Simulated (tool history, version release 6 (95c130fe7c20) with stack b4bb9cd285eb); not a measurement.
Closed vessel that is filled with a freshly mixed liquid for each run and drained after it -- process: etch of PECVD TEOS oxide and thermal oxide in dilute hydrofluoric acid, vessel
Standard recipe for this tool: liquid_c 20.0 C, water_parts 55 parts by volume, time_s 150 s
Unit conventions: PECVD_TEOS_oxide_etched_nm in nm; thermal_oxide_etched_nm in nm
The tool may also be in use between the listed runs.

run,hour,liquid_c,water_parts,time_s,wafers since the last listed run,hours since the thermometer was replaced,hours since the hydrofluoric acid flow meter was replaced,hours since the gauge calibration,"read-back film thickness of the PECVD TEOS oxide reference wafer, read on the same gauge (nm)","read-back film thickness of the thermal oxide reference wafer, read on the same gauge (nm)",PECVD_TEOS_oxide_etched_nm,thermal_oxide_etched_nm
1,0.0,20.0,55,195,0,3331.9,974.0,87.4,60.03,30.01,56.41,13.57
2,11.8,20.0,55,150,1355,3343.7,985.8,99.2,60.01,29.97,43.36,10.49
3,18.3,20.0,55,150,746,3350.2,992.3,105.7,60.02,30.00,43.58,10.56
4,36.0,20.0,55,150,2033,3367.9,1010.0,123.4,60.00,30.00,43.70,10.39
5,49.9,21.5,55,150,1597,3381.8,1023.9,137.3,59.99,29.98,46.74,11.11
6,57.7,20.0,55,150,896,3389.6,1031.7,145.1,60.00,30.02,43.63,10.54
7,71.6,20.0,55,150,1597,3403.5,1045.6,159.0,60.00,30.01,43.74,10.41
8,94.0,21.5,65,235,2573,3425.9,1068.0,181.4,60.02,29.97,61.13,14.58
# hour 99.3: thermometer replaced
# hour 140.7: hydrofluoric acid flow meter replaced
9,141.2,22.5,85,65,5193,41.9,0.5,228.6,59.99,30.00,13.85,3.32
10,145.9,20.0,55,150,540,46.6,5.2,233.3,60.01,30.03,46.00,11.03
# hour 156.7: gauge calibrated
11,193.3,22.5,85,65,5446,94.0,52.6,36.6,59.98,30.03,13.85,3.33
12,206.5,20.0,75,235,1516,107.2,65.8,49.8,60.00,30.02,51.80,12.33
13,220.0,21.5,80,215,1551,120.7,79.3,63.3,60.02,30.05,47.10,11.23
14,235.5,17.0,55,150,1781,136.2,94.8,78.8,60.01,29.99,40.63,9.73
15,253.2,20.0,55,150,2033,153.9,112.5,96.5,59.99,30.00,46.20,11.12

Alternative continuations, all from the tool just after run 15; predict every row:
A,253.9,20.0,35,150,80,154.6,113.2,97.2,?,?,?,?
B,253.9,22.0,80,150,80,154.6,113.2,97.2,?,?,?,?
C,253.9,18.5,80,125,80,154.6,113.2,97.2,?,?,?,?
D,253.9,18.0,70,150,80,154.6,113.2,97.2,?,?,?,?
E,253.9,18.5,55,150,80,154.6,113.2,97.2,?,?,?,?

run,"read-back film thickness of the PECVD TEOS oxide reference wafer, read on the same gauge (nm)","read-back film thickness of the thermal oxide reference wafer, read on the same gauge (nm)",PECVD_TEOS_oxide_etched_nm,thermal_oxide_etched_nm
A,59.98,30.01,74.39,17.75
B,59.98,30.01,33.58,8.01
C,59.98,30.01,24.18,5.77
D,59.98,30.01,32.82,7.83
E,59.98,30.01,43.39,10.35
With no hidden state in the tool, these same runs would have given:
run,PECVD_TEOS_oxide_etched_nm,thermal_oxide_etched_nm
A,72.93,17.40
B,32.85,7.84
C,23.67,5.65
D,32.14,7.67
E,42.50,10.14
